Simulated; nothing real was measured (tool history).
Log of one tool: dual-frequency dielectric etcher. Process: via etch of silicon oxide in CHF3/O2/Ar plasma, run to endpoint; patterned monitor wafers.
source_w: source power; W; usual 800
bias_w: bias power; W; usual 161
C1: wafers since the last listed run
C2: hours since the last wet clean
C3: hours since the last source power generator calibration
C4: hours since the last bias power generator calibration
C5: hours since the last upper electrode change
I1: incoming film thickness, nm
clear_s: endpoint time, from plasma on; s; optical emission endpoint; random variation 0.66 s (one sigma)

{"run": 1, "hour": 0.0, "source_w": 760, "bias_w": 147, "C1": 0, "C2": 122.5, "C3": 2327.5, "C4": 2150.8, "C5": 3272, "I1": 429.4, "clear_s": 224.5}
{"run": 2, "hour": 16.5, "source_w": 760, "bias_w": 147, "C1": 82, "C2": 139, "C3": 2344, "C4": 2167.3, "C5": 3288.5, "I1": 423.5, "clear_s": 221.7}
{"run": 3, "hour": 38.4, "source_w": 760, "bias_w": 147, "C1": 109, "C2": 160.9, "C3": 2365.9, "C4": 2189.2, "C5": 3310.4, "I1": 425.7, "clear_s": 223.2}
{"run": 4, "hour": 73.0, "source_w": 800, "bias_w": 161, "C1": 172, "C2": 195.5, "C3": 2400.5, "C4": 2223.8, "C5": 3345, "I1": 426.9, "clear_s": 210.2}
{"run": 5, "hour": 91.8, "source_w": 800, "bias_w": 161, "C1": 93, "C2": 214.3, "C3": 2419.3, "C4": 2242.6, "C5": 3363.8, "I1": 430.9, "clear_s": 213}
{"run": 6, "hour": 108.1, "source_w": 800, "bias_w": 161, "C1": 81, "C2": 230.6, "C3": 2435.6, "C4": 2258.9, "C5": 3380.1, "I1": 431.4, "clear_s": 213.4}
{"run": 7, "hour": 120.2, "source_w": 800, "bias_w": 161, "C1": 60, "C2": 242.7, "C3": 2447.7, "C4": 2271, "C5": 3392.2, "I1": 428.6, "clear_s": 212.6}
{"run": 8, "hour": 147.5, "source_w": 800, "bias_w": 161, "C1": 136, "C2": 270, "C3": 2475, "C4": 2298.3, "C5": 3419.5, "I1": 425, "clear_s": 210.7}
{"run": 9, "hour": 163.0, "source_w": 800, "bias_w": 140, "C1": 77, "C2": 285.5, "C3": 2490.5, "C4": 2313.8, "C5": 3435, "I1": 423.8, "clear_s": 227.3}
{"run": 10, "hour": 180.2, "source_w": 800, "bias_w": 140, "C1": 85, "C2": 302.7, "C3": 2507.7, "C4": 2331, "C5": 3452.2, "I1": 425.5, "clear_s": 227.4}
{"run": 11, "hour": 202.6, "source_w": 800, "bias_w": 161, "C1": 111, "C2": 325.1, "C3": 2530.1, "C4": 2353.4, "C5": 3474.6, "I1": 426.3, "clear_s": 211.5}
{"hour": 232.9, "done": "source power generator calibrated"}
{"run": 12, "hour": 233.4, "source_w": 800, "bias_w": 161, "C1": 133, "C2": 355.9, "C3": 0.5, "C4": 2384.2, "C5": 3505.4, "I1": 424.7, "clear_s": 212.3}
{"hour": 273.0, "done": "wet clean of the chamber"}
{"run": 13, "hour": 273.5, "source_w": 800, "bias_w": 161, "C1": 80, "C2": 0.5, "C3": 40.6, "C4": 2424.3, "C5": 3545.5, "I1": 429.7, "clear_s": 207.4}
{"run": 14, "hour": 275.6, "source_w": 800, "bias_w": 144, "C1": 10, "C2": 2.6, "C3": 42.7, "C4": 2426.4, "C5": 3547.6, "I1": 430.2, "clear_s": 220.1}
{"run": 15, "hour": 293.3, "source_w": 710, "bias_w": 137, "C1": 88, "C2": 20.3, "C3": 60.4, "C4": 2444.1, "C5": 3565.3, "I1": 429.6, "clear_s": 237.5}
{"run": 16, "hour": 311.3, "source_w": 870, "bias_w": 148, "C1": 89, "C2": 38.3, "C3": 78.4, "C4": 2462.1, "C5": 3583.3, "I1": 426.7, "clear_s": 209.4}
{"run": 17, "hour": 331.8, "source_w": 880, "bias_w": 199, "C1": 102, "C2": 58.8, "C3": 98.9, "C4": 2482.6, "C5": 3603.8, "I1": 429, "clear_s": 180.2}

Forecast run 18:
{"hour": 350.4, "done": "bias power generator calibrated"}
{"hour": 375.2, "done": "upper electrode replaced"}
{"run": 18, "hour": 375.7, "source_w": 700, "bias_w": 144, "C1": 79, "C2": 102.7, "C3": 142.8, "C4": 25.3, "C5": 0.5, "I1": 428.7, "clear_s": "?"}

Run 18 gave clear_s 233.3 s.
Without the tool's hidden state the same run would have given clear_s 230.8 s.

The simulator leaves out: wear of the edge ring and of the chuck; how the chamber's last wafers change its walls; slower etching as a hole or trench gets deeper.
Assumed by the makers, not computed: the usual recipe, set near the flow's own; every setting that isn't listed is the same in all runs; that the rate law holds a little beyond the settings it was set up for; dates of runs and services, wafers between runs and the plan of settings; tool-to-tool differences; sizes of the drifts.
